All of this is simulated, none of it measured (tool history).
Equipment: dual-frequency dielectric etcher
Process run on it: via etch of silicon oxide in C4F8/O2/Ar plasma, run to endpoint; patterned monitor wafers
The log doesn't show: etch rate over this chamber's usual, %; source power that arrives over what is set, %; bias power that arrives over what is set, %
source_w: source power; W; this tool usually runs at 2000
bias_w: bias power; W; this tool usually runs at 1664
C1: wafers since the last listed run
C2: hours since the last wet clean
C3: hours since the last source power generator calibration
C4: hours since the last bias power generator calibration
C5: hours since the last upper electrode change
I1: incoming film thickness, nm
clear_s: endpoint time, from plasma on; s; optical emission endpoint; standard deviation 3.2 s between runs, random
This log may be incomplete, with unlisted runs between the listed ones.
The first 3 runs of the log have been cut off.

{"hour": 176.1, "done": "wet clean of the chamber"}
{"run": 4, "hour": 248.4, "source_w": 2000, "bias_w": 1664, "C1": 620, "C2": 72.3, "C3": 2228.4, "C4": 3198, "C5": 2356.2, "I1": 2050.4, "clear_s": 433}
{"run": 5, "hour": 288.7, "source_w": 2000, "bias_w": 1664, "C1": 246, "C2": 112.6, "C3": 2268.7, "C4": 3238.3, "C5": 2396.5, "I1": 2073.6, "clear_s": 439.6}
{"run": 6, "hour": 484.4, "source_w": 2000, "bias_w": 1664, "C1": 1198, "C2": 308.3, "C3": 2464.4, "C4": 3434, "C5": 2592.2, "I1": 2052.3, "clear_s": 424.2}
{"run": 7, "hour": 548.2, "source_w": 2000, "bias_w": 1664, "C1": 390, "C2": 372.1, "C3": 2528.2, "C4": 3497.8, "C5": 2656, "I1": 2058.7, "clear_s": 416.7}
{"run": 8, "hour": 605.9, "source_w": 1840, "bias_w": 1664, "C1": 353, "C2": 429.8, "C3": 2585.9, "C4": 3555.5, "C5": 2713.7, "I1": 2075.6, "clear_s": 446.2}
{"run": 9, "hour": 652.0, "source_w": 1840, "bias_w": 1664, "C1": 282, "C2": 475.9, "C3": 2632, "C4": 3601.6, "C5": 2759.8, "I1": 2061.7, "clear_s": 438.3}
{"hour": 703.8, "done": "wet clean of the chamber"}
{"run": 10, "hour": 704.3, "source_w": 1840, "bias_w": 1664, "C1": 173, "C2": 0.5, "C3": 2684.3, "C4": 3653.9, "C5": 2812.1, "I1": 2040, "clear_s": 452.5}
{"run": 11, "hour": 732.1, "source_w": 1720, "bias_w": 1664, "C1": 170, "C2": 28.3, "C3": 2712.1, "C4": 3681.7, "C5": 2839.9, "I1": 2068.5, "clear_s": 481.5}
{"run": 12, "hour": 756.7, "source_w": 1720, "bias_w": 1664, "C1": 150, "C2": 52.9, "C3": 2736.7, "C4": 3706.3, "C5": 2864.5, "I1": 2055, "clear_s": 467.4}
{"hour": 762.6, "done": "source power generator calibrated"}
{"run": 13, "hour": 813.1, "source_w": 1720, "bias_w": 1664, "C1": 320, "C2": 109.3, "C3": 50.5, "C4": 3762.7, "C5": 2920.9, "I1": 2068.8, "clear_s": 471.6}
{"run": 14, "hour": 873.8, "source_w": 2000, "bias_w": 1664, "C1": 371, "C2": 170, "C3": 111.2, "C4": 3823.4, "C5": 2981.6, "I1": 2069.3, "clear_s": 432.8}
{"run": 15, "hour": 922.1, "source_w": 2320, "bias_w": 1950, "C1": 295, "C2": 218.3, "C3": 159.5, "C4": 3871.7, "C5": 3029.9, "I1": 2043, "clear_s": 362.5}
{"run": 16, "hour": 957.3, "source_w": 2000, "bias_w": 1984, "C1": 215, "C2": 253.5, "C3": 194.7, "C4": 3906.9, "C5": 3065.1, "I1": 2060.5, "clear_s": 388.9}
{"run": 17, "hour": 1002.3, "source_w": 2230, "bias_w": 1882, "C1": 275, "C2": 298.5, "C3": 239.7, "C4": 3951.9, "C5": 3110.1, "I1": 2083.2, "clear_s": 381.3}
{"run": 18, "hour": 1065.5, "source_w": 1720, "bias_w": 1872, "C1": 386, "C2": 361.7, "C3": 302.9, "C4": 4015.1, "C5": 3173.3, "I1": 2050.6, "clear_s": 434}
{"run": 19, "hour": 1129.2, "source_w": 2000, "bias_w": 1664, "C1": 389, "C2": 425.4, "C3": 366.6, "C4": 4078.8, "C5": 3237, "I1": 2069.1, "clear_s": 417.6}
{"hour": 1172.9, "done": "bias power generator calibrated"}
{"hour": 1215.5, "done": "wet clean of the chamber"}
{"run": 20, "hour": 1216.0, "source_w": 2000, "bias_w": 1534, "C1": 359, "C2": 0.5, "C3": 453.4, "C4": 43.1, "C5": 3323.8, "I1": 2061.5, "clear_s": 449.4}
{"run": 21, "hour": 1229.4, "source_w": 2000, "bias_w": 1664, "C1": 82, "C2": 13.9, "C3": 466.8, "C4": 56.5, "C5": 3337.2, "I1": 2061.1, "clear_s": 437.1}
{"hour": 1269.2, "done": "upper electrode replaced"}
{"run": 22, "hour": 1269.7, "source_w": 2000, "bias_w": 1835, "C1": 99, "C2": 54.2, "C3": 507.1, "C4": 96.8, "C5": 0.5, "I1": 2057.2, "clear_s": 418.5}
{"run": 23, "hour": 1292.8, "source_w": 2370, "bias_w": 1895, "C1": 141, "C2": 77.3, "C3": 530.2, "C4": 119.9, "C5": 23.6, "I1": 2061.7, "clear_s": 374.6}

Run 24 has not been measured yet. What should we expect?
{"run": 24, "hour": 1333.5, "source_w": 1680, "bias_w": 1664, "C1": 249, "C2": 118, "C3": 570.9, "C4": 160.6, "C5": 64.3, "I1": 2048.6, "clear_s": "?"}

Run 24 came out at clear_s 472.4 s.
On a tool with no hidden condition, and with the same random variation, this run would have come out at clear_s 475.3 s.
